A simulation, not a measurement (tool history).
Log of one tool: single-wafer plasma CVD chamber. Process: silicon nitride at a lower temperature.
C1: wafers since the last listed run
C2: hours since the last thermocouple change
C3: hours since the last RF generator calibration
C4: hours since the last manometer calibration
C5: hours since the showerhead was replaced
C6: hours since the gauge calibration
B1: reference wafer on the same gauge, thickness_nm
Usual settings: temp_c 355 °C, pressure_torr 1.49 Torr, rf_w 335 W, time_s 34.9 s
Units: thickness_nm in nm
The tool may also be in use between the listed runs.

run 1 hour=0.0 | temp_c=355 pressure_torr=1.49 rf_w=335 time_s=34.9 | C1=0 C2=1740.3 C3=855.9 C4=1410.7 C5=1547.4 C6=612.7 | B1=49.108 | thickness_nm=42.268
run 2 hour=104.8 | temp_c=355 pressure_torr=1.49 rf_w=335 time_s=34.9 | C1=3157 C2=1845.1 C3=960.7 C4=1515.5 C5=1652.2 C6=717.5 | B1=49.061 | thickness_nm=42.086
run 3 hour=154.3 | temp_c=355 pressure_torr=1.49 rf_w=335 time_s=34.9 | C1=1491 C2=1894.6 C3=1010.2 C4=1565.0 C5=1701.7 C6=767.0 | B1=49.046 | thickness_nm=41.990
run 4 hour=246.0 | temp_c=355 pressure_torr=1.49 rf_w=335 time_s=34.9 | C1=2762 C2=1986.3 C3=1101.9 C4=1656.7 C5=1793.4 C6=858.7 | B1=49.200 | thickness_nm=42.184
run 5 hour=330.4 | temp_c=355 pressure_torr=1.49 rf_w=335 time_s=34.9 | C1=2542 C2=2070.7 C3=1186.3 C4=1741.1 C5=1877.8 C6=943.1 | B1=49.090 | thickness_nm=42.208
run 6 hour=429.6 | temp_c=355 pressure_torr=1.49 rf_w=335 time_s=34.9 | C1=2988 C2=2169.9 C3=1285.5 C4=1840.3 C5=1977.0 C6=1042.3 | B1=48.946 | thickness_nm=41.984
run 7 hour=488.4 | temp_c=355 pressure_torr=1.49 rf_w=335 time_s=34.9 | C1=1771 C2=2228.7 C3=1344.3 C4=1899.1 C5=2035.8 C6=1101.1 | B1=48.989 | thickness_nm=41.383
run 8 hour=556.1 | temp_c=355 pressure_torr=1.49 rf_w=335 time_s=34.9 | C1=2039 C2=2296.4 C3=1412.0 C4=1966.8 C5=2103.5 C6=1168.8 | B1=49.119 | thickness_nm=41.351
run 9 hour=626.9 | temp_c=355 pressure_torr=1.49 rf_w=380 time_s=34.9 | C1=2132 C2=2367.2 C3=1482.8 C4=2037.6 C5=2174.3 C6=1239.6 | B1=48.969 | thickness_nm=44.764
run 10 hour=677.9 | temp_c=355 pressure_torr=1.49 rf_w=365 time_s=30.5 | C1=1536 C2=2418.2 C3=1533.8 C4=2088.6 C5=2225.3 C6=1290.6 | B1=49.116 | thickness_nm=38.604
-- hour=703.3 gauge calibrated
run 11 hour=736.0 | temp_c=355 pressure_torr=1.49 rf_w=335 time_s=34.9 | C1=1750 C2=2476.3 C3=1591.9 C4=2146.7 C5=2283.4 C6=32.7 | B1=49.202 | thickness_nm=41.698
run 12 hour=782.4 | temp_c=355 pressure_torr=1.27 rf_w=285 time_s=34.9 | C1=1397 C2=2522.7 C3=1638.3 C4=2193.1 C5=2329.8 C6=79.1 | B1=49.077 | thickness_nm=35.812
run 13 hour=832.2 | temp_c=360 pressure_torr=1.39 rf_w=370 time_s=34.9 | C1=1500 C2=2572.5 C3=1688.1 C4=2242.9 C5=2379.6 C6=128.9 | B1=49.063 | thickness_nm=42.992
-- hour=918.9 showerhead replaced
run 14 hour=919.3 | temp_c=355 pressure_torr=1.71 rf_w=335 time_s=34.9 | C1=2383 C2=2659.6 C3=1775.2 C4=2330.0 C5=0.4 C6=216.0 | B1=49.133 | thickness_nm=44.204
-- hour=1009.6 capacitance manometer re-zeroed and calibrated
-- hour=1016.2 thermocouple changed; heater temperature recalibrated
run 15 hour=1016.7 | temp_c=355 pressure_torr=1.49 rf_w=335 time_s=34.9 | C1=2494 C2=0.5 C3=1872.6 C4=7.1 C5=97.8 C6=313.4 | B1=49.102 | thickness_nm=41.616
-- hour=1043.3 RF generator calibrated
run 16 hour=1101.4 | temp_c=355 pressure_torr=1.49 rf_w=335 time_s=34.9 | C1=2310 C2=85.2 C3=58.1 C4=91.8 C5=182.5 C6=398.1 | B1=49.206 | thickness_nm=42.787
run 17 hour=1204.2 | temp_c=367 pressure_torr=1.12 rf_w=380 time_s=39.6 | C1=3097 C2=188.0 C3=160.9 C4=194.6 C5=285.3 C6=500.9 | B1=49.156 | thickness_nm=46.380
run 18 hour=1248.5 | temp_c=355 pressure_torr=1.85 rf_w=335 time_s=34.9 | C1=1334 C2=232.3 C3=205.2 C4=238.9 C5=329.6 C6=545.2 | B1=49.078 | thickness_nm=46.412
run 19 hour=1350.9 | temp_c=343 pressure_torr=1.31 rf_w=285 time_s=40.7 | C1=3084 C2=334.7 C3=307.6 C4=341.3 C5=432.0 C6=647.6 | B1=49.122 | thickness_nm=43.547

Forecast each of these 4 alternatives for the next run:
run A hour=1351.3 | temp_c=355 pressure_torr=1.49 rf_w=335 time_s=40.5 | C1=12 C2=335.1 C3=308.0 C4=341.7 C5=432.4 C6=648.0 | B1=? | thickness_nm=?
run B hour=1351.3 | temp_c=346 pressure_torr=1.49 rf_w=335 time_s=34.9 | C1=12 C2=335.1 C3=308.0 C4=341.7 C5=432.4 C6=648.0 | B1=? | thickness_nm=?
run C hour=1351.3 | temp_c=355 pressure_torr=1.71 rf_w=295 time_s=34.9 | C1=12 C2=335.1 C3=308.0 C4=341.7 C5=432.4 C6=648.0 | B1=? | thickness_nm=?
run D hour=1351.3 | temp_c=355 pressure_torr=1.22 rf_w=335 time_s=40.4 | C1=12 C2=335.1 C3=308.0 C4=341.7 C5=432.4 C6=648.0 | B1=? | thickness_nm=?

run=A B1=49.147 thickness_nm=49.671
run=B B1=49.147 thickness_nm=42.949
run=C B1=49.147 thickness_nm=41.616
run=D B1=49.147 thickness_nm=46.065
Without the tool's hidden state the same runs would have given:
run=A thickness_nm=50.706
run=B thickness_nm=43.845
run=C thickness_nm=42.525
run=D thickness_nm=47.025

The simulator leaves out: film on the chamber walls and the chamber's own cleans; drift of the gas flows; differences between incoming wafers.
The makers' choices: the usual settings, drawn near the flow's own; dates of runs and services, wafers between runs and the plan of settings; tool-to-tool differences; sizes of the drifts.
